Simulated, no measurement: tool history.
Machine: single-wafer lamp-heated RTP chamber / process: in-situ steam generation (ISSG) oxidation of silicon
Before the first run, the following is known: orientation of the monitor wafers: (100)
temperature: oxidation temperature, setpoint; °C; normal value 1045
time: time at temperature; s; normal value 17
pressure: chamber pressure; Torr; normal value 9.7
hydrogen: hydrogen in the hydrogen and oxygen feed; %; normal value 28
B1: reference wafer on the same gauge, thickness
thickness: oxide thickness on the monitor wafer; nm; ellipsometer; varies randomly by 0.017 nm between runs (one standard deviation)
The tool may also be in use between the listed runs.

{"run": 1, "hour": 0.0, "temperature": 1045, "time": 17, "pressure": 9.7, "hydrogen": 28, "B1": 7.081, "thickness": 6.372}
{"run": 2, "hour": 25.9, "temperature": 1045, "time": 17, "pressure": 8.5, "hydrogen": 28, "B1": 7.073, "thickness": 6.498}
{"run": 3, "hour": 41.1, "temperature": 1045, "time": 19, "pressure": 9.7, "hydrogen": 28, "B1": 7.079, "thickness": 6.726}
{"run": 4, "hour": 60.3, "temperature": 1045, "time": 19, "pressure": 9.7, "hydrogen": 28, "B1": 7.073, "thickness": 6.681}
{"run": 5, "hour": 90.3, "temperature": 1045, "time": 17, "pressure": 9.7, "hydrogen": 28, "B1": 7.066, "thickness": 6.334}
{"run": 6, "hour": 116.6, "temperature": 1045, "time": 17, "pressure": 9.7, "hydrogen": 28, "B1": 7.052, "thickness": 6.328}
{"run": 7, "hour": 137.8, "temperature": 1045, "time": 12, "pressure": 9.7, "hydrogen": 28, "B1": 7.06, "thickness": 5.331}
{"run": 8, "hour": 161.6, "temperature": 1045, "time": 21, "pressure": 9.7, "hydrogen": 28, "B1": 7.06, "thickness": 7.051}
{"run": 9, "hour": 188.9, "temperature": 1045, "time": 17, "pressure": 9.7, "hydrogen": 28, "B1": 7.228, "thickness": 6.462}
{"run": 10, "hour": 211.6, "temperature": 1045, "time": 17, "pressure": 9.7, "hydrogen": 32, "B1": 7.206, "thickness": 6.707}
{"run": 11, "hour": 240.9, "temperature": 1032, "time": 13, "pressure": 9.7, "hydrogen": 28, "B1": 7.206, "thickness": 5.342}
{"run": 12, "hour": 262.2, "temperature": 1040, "time": 17, "pressure": 9.7, "hydrogen": 28, "B1": 7.201, "thickness": 6.308}
{"run": 13, "hour": 283.0, "temperature": 1045, "time": 21, "pressure": 9.7, "hydrogen": 28, "B1": 7.2, "thickness": 7.188}
{"run": 14, "hour": 313.4, "temperature": 1062, "time": 20, "pressure": 9.7, "hydrogen": 22, "B1": 7.195, "thickness": 7.289}
{"run": 15, "hour": 348.4, "temperature": 1034, "time": 17, "pressure": 10.2, "hydrogen": 28, "B1": 7.185, "thickness": 6.038}
{"run": 16, "hour": 380.0, "temperature": 1045, "time": 17, "pressure": 9.2, "hydrogen": 28, "B1": 7.176, "thickness": 6.517}
{"run": 17, "hour": 401.2, "temperature": 1038, "time": 22, "pressure": 9.7, "hydrogen": 28, "B1": 7.174, "thickness": 7.084}
{"run": 18, "hour": 431.7, "temperature": 1045, "time": 17, "pressure": 9.7, "hydrogen": 28, "B1": 7.172, "thickness": 6.423}
{"run": 19, "hour": 447.1, "temperature": 1057, "time": 15, "pressure": 10.2, "hydrogen": 32, "B1": 7.173, "thickness": 6.563}
{"run": 20, "hour": 465.5, "temperature": 1045, "time": 17, "pressure": 9.7, "hydrogen": 28, "B1": 7.152, "thickness": 6.415}
{"run": 21, "hour": 497.9, "temperature": 1027, "time": 19, "pressure": 9.7, "hydrogen": 20, "B1": 7.156, "thickness": 5.769}
{"run": 22, "hour": 509.9, "temperature": 1058, "time": 23, "pressure": 10.2, "hydrogen": 32, "B1": 7.15, "thickness": 8.15}
{"run": 23, "hour": 541.9, "temperature": 1038, "time": 17, "pressure": 10.2, "hydrogen": 23, "B1": 7.151, "thickness": 5.866}
{"run": 24, "hour": 557.1, "temperature": 1045, "time": 17, "pressure": 9.7, "hydrogen": 28, "B1": 7.147, "thickness": 6.38}
{"run": 25, "hour": 585.7, "temperature": 1057, "time": 17, "pressure": 9.7, "hydrogen": 31, "B1": 7.141, "thickness": 7.016}
{"run": 26, "hour": 600.8, "temperature": 1045, "time": 17, "pressure": 10.1, "hydrogen": 28, "B1": 7.129, "thickness": 6.372}
{"run": 27, "hour": 632.6, "temperature": 1045, "time": 20, "pressure": 9.7, "hydrogen": 32, "B1": 7.133, "thickness": 7.169}
{"run": 28, "hour": 650.7, "temperature": 1056, "time": 17, "pressure": 10.2, "hydrogen": 21, "B1": 7.112, "thickness": 6.292}
{"run": 29, "hour": 674.4, "temperature": 1045, "time": 17, "pressure": 8.8, "hydrogen": 23, "B1": 7.119, "thickness": 6.219}
{"run": 30, "hour": 693.1, "temperature": 1056, "time": 17, "pressure": 9.7, "hydrogen": 28, "B1": 7.118, "thickness": 6.787}
{"run": 31, "hour": 709.6, "temperature": 1045, "time": 21, "pressure": 9.7, "hydrogen": 28, "B1": 7.111, "thickness": 7.129}
{"run": 32, "hour": 741.4, "temperature": 1045, "time": 17, "pressure": 10.2, "hydrogen": 28, "B1": 7.108, "thickness": 6.297}

Put back what was entered between runs (4 entries, withheld): which listed runs does each sit between, and how does the hidden state differ from the listed run before to the listed run after?
Runs 8 to 9: gauge calibrated (hour 178.4)
  gauge reads high (%): -2.39 -> -0.0153
  the result without the hidden state subtracted from the measured one, thickness: -0.173 -> -0.001 nm
Runs 9 to 10: pressure gauge zeroed (hour 211.1)
  gauge reads high (%): -0.0153 -> -0.0796
  the result without the hidden state subtracted from the measured one, thickness: -0.001 -> -0.005 nm
Runs 14 to 15: hydrogen flow controller replaced (hour 321.7)
  gauge reads high (%): -0.368 -> -0.467
  the result without the hidden state subtracted from the measured one, thickness: -0.026 -> -0.028 nm
Runs 23 to 24: pyrometer window cleaned and pyrometer calibrated (hour 554.7)
  gauge reads high (%): -1.01 -> -1.06
  the result without the hidden state subtracted from the measured one, thickness: -0.06 -> -0.068 nm

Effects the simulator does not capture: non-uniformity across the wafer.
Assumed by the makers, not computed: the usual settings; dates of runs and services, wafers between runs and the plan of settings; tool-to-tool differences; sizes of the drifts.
